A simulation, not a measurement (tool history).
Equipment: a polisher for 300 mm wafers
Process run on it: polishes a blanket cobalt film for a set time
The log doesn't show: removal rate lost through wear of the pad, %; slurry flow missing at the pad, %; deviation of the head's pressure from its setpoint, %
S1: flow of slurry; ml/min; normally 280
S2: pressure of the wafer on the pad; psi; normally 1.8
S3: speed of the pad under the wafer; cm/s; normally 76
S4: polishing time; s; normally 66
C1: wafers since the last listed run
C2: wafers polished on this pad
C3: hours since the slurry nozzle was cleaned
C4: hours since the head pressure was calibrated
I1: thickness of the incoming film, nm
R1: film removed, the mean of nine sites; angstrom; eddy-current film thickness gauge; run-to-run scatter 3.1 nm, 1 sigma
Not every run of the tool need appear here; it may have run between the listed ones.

| run | day | S1 | S2 | S3 | S4 | C1 | C2 | C3 | C4 | I1 | R1 |
|---|---|---|---|---|---|---|---|---|---|---|---|
| 1 | 0 | 280 | 1.4 | 76 | 66 | 0 | 200 | 162.4 | 1007.9 | 856.5 | 1993 |
| 2 | 0.975 | 280 | 1.4 | 76 | 66 | 137 | 337 | 185.8 | 1031.3 | 841.5 | 1986 |
|  | 3.962 | worn pad replaced by a new one |
| 3 | 3.983 | 255 | 1.8 | 94 | 66 | 400 | 2 | 258 | 1103.5 | 860.3 | 3051 |
| 4 | 4.846 | 255 | 1.8 | 94 | 66 | 121 | 124 | 278.7 | 1124.2 | 865.7 | 3098 |
| 5 | 5.546 | 225 | 2.1 | 76 | 66 | 98 | 222 | 295.5 | 1141 | 855.2 | 2815 |
| 6 | 6.742 | 280 | 1.8 | 76 | 66 | 168 | 391 | 324.2 | 1169.7 | 848.3 | 2526 |
|  | 8.129 | head pressure recalibrated |
| 7 | 8.188 | 280 | 1.8 | 76 | 66 | 191 | 583 | 358.9 | 1.4 | 845.4 | 2259 |
| 8 | 9.254 | 280 | 1.8 | 76 | 66 | 150 | 733 | 384.5 | 27 | 848.1 | 2308 |
| 9 | 10.238 | 280 | 1.8 | 76 | 66 | 138 | 872 | 408.1 | 50.6 | 847 | 2319 |
|  | 10.492 | worn pad replaced by a new one |
| 10 | 10.783 | 280 | 1.8 | 76 | 66 | 53 | 41 | 421.2 | 63.7 | 847.1 | 2295 |
| 11 | 12.129 | 280 | 1.8 | 76 | 66 | 189 | 230 | 453.5 | 96 | 844.5 | 2358 |
| 12 | 13.025 | 315 | 2.1 | 86 | 45 | 126 | 356 | 475 | 117.5 | 844 | 2129 |
| 13 | 14.517 | 225 | 2.1 | 76 | 66 | 210 | 567 | 510.8 | 153.3 | 842.4 | 2653 |
| 14 | 15.967 | 280 | 2.1 | 68 | 43 | 204 | 771 | 545.6 | 188.1 | 865.3 | 1604 |
|  | 16.217 | worn pad replaced by a new one |
|  | 16.812 | slurry nozzle cleaned |
| 15 | 16.833 | 280 | 1.5 | 76 | 66 | 92 | 80 | 0.5 | 208.9 | 860.8 | 2014 |
| 16 | 18.046 | 280 | 1.8 | 76 | 54 | 170 | 251 | 29.6 | 238 | 845.4 | 1946 |
| 17 | 21.012 | 380 | 1.8 | 82 | 59 | 417 | 669 | 100.8 | 309.2 | 850 | 2437 |
|  | 21.671 | worn pad replaced by a new one |
| 18 | 21.908 | 280 | 1.8 | 76 | 47 | 102 | 33 | 122.3 | 330.7 | 864.8 | 1718 |
| 19 | 22.8 | 245 | 1.8 | 50 | 66 | 125 | 158 | 143.7 | 352.1 | 840.1 | 1578 |
| 20 | 23.654 | 280 | 1.8 | 76 | 66 | 120 | 279 | 164.2 | 372.6 | 848.8 | 2429 |
| 21 | 24.796 | 375 | 1.6 | 70 | 83 | 160 | 440 | 191.6 | 400 | 859.8 | 2580 |

Take each entry between the runs: how does the hidden state at the last listed run before it differ from the hidden state at the first listed run after it?
Logged between run 2 and run 3: worn pad replaced by a new one (day 3.962)
  deviation of the head's pressure from its setpoint, %: 10.3 -> 10.5
  the result without the hidden state subtracted from the measured one, R1: +170 -> +264 angstrom
Logged between run 6 and run 7: head pressure recalibrated (day 8.129)
  deviation of the head's pressure from its setpoint, %: 10.6 -> 0.506
  the result without the hidden state subtracted from the measured one, R1: +221 -> +11 angstrom
Logged between run 9 and run 10: worn pad replaced by a new one (day 10.492)
  deviation of the head's pressure from its setpoint, %: 2.06 -> 2.44
  the result without the hidden state subtracted from the measured one, R1: +43 -> +50 angstrom
Logged between run 14 and run 15: worn pad replaced by a new one (day 16.217); slurry nozzle cleaned (day 16.812)
  deviation of the head's pressure from its setpoint, %: 5.47 -> 5.88
  the result without the hidden state subtracted from the measured one, R1: +76 -> +103 angstrom
Logged between run 17 and run 18: worn pad replaced by a new one (day 21.671)
  deviation of the head's pressure from its setpoint, %: 7.58 -> 7.89
  the result without the hidden state subtracted from the measured one, R1: +157 -> +115 angstrom

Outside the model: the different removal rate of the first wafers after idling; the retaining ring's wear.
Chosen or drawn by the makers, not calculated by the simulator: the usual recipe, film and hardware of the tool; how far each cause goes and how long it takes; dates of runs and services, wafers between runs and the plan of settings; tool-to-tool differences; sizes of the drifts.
